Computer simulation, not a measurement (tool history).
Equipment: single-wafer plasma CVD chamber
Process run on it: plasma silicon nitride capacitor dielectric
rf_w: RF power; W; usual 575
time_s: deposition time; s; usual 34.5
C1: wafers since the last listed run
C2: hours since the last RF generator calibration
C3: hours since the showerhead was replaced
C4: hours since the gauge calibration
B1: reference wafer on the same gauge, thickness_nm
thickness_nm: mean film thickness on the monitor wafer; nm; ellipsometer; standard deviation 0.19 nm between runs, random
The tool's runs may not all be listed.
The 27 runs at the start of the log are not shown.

Run 28, hour 1540.3: usual settings; C1 1594; C2 322.2; C3 7870.6; C4 521.1; B1 48.611. Result: thickness_nm 47.865 nm.
Run 29, hour 1568.1: usual settings but rf_w 675 W, time_s 31 s; C1 633; C2 350; C3 7898.4; C4 548.9; B1 48.648. Result: thickness_nm 45 nm.
Run 30, hour 1611.7: usual settings but rf_w 610 W; C1 993; C2 393.6; C3 7942; C4 592.5; B1 48.625. Result: thickness_nm 48.514 nm.
Run 31, hour 1656.2: usual settings but rf_w 630 W, time_s 29.4 s; C1 1013; C2 438.1; C3 7986.5; C4 637; B1 48.65. Result: thickness_nm 41.833 nm.
Run 32, hour 1726: usual settings; C1 1590; C2 507.9; C3 8056.3; C4 706.8; B1 48.578. Result: thickness_nm 47.186 nm.
At hour 1760.9: showerhead replaced.
Run 33, hour 1764.9: usual settings but time_s 36.6 s; C1 703; C2 546.8; C3 4; C4 745.7; B1 48.651. Result: thickness_nm 50.518 nm.
Run 34, hour 1810.6: usual settings but rf_w 470 W; C1 1041; C2 592.5; C3 49.7; C4 791.4; B1 48.593. Result: thickness_nm 43.581 nm.
Run 35, hour 1838.9: usual settings; C1 644; C2 620.8; C3 78; C4 819.7; B1 48.591. Result: thickness_nm 47.13 nm.
Run 36, hour 1899.8: usual settings but rf_w 605 W; C1 1387; C2 681.7; C3 138.9; C4 880.6; B1 48.597. Result: thickness_nm 48.005 nm.
Run 37, hour 1953.9: usual settings; C1 1232; C2 735.8; C3 193; C4 934.7; B1 48.57. Result: thickness_nm 47.239 nm.
Run 38, hour 2007: usual settings; C1 1209; C2 788.9; C3 246.1; C4 987.8; B1 48.561. Result: thickness_nm 47.318 nm.
Run 39, hour 2062: usual settings but rf_w 465 W, time_s 29.8 s; C1 1252; C2 843.9; C3 301.1; C4 1042.8; B1 48.625. Result: thickness_nm 37.855 nm.
At hour 2147.2: gauge calibrated.
Run 40, hour 2242: usual settings but rf_w 530 W, time_s 29.5 s; C1 4100; C2 1023.9; C3 481.1; C4 94.8; B1 48.6. Result: thickness_nm 38.898 nm.
Run 41, hour 2280.2: usual settings; C1 870; C2 1062.1; C3 519.3; C4 133; B1 48.624. Result: thickness_nm 47.245 nm.
Run 42, hour 2327.4: usual settings but rf_w 470 W, time_s 36.9 s; C1 1075; C2 1109.3; C3 566.5; C4 180.2; B1 48.606. Result: thickness_nm 46.533 nm.
Run 43, hour 2408.2: usual settings but rf_w 520 W, time_s 32.6 s; C1 1840; C2 1190.1; C3 647.3; C4 261; B1 48.578. Result: thickness_nm 42.79 nm.
Run 44, hour 2465.5: usual settings but rf_w 470 W, time_s 31.4 s; C1 1305; C2 1247.4; C3 704.6; C4 318.3; B1 48.642. Result: thickness_nm 39.628 nm.

Here are 4 independent what-if runs from the current tool condition. What would each one return?
Run A, hour 2465.9: usual settings; C1 9; C2 1247.8; C3 705; C4 318.7; B1 ?. Result: thickness_nm ?.
Run B, hour 2465.9: usual settings but rf_w 665 W, time_s 31.1 s; C1 9; C2 1247.8; C3 705; C4 318.7; B1 ?. Result: thickness_nm ?.
Run C, hour 2465.9: usual settings but rf_w 610 W, time_s 27.7 s; C1 9; C2 1247.8; C3 705; C4 318.7; B1 ?. Result: thickness_nm ?.
Run D, hour 2465.9: usual settings but rf_w 520 W, time_s 37.2 s; C1 9; C2 1247.8; C3 705; C4 318.7; B1 ?. Result: thickness_nm ?.

run      B1  thickness_nm
  A  48.588        46.677
  B  48.588        44.237
  C  48.588        38.252
  D  48.588        48.585
Had the tool no hidden state, the same runs would have come out as:
run  thickness_nm
  A        47.918
  B        45.414
  C        39.269
  D        49.877
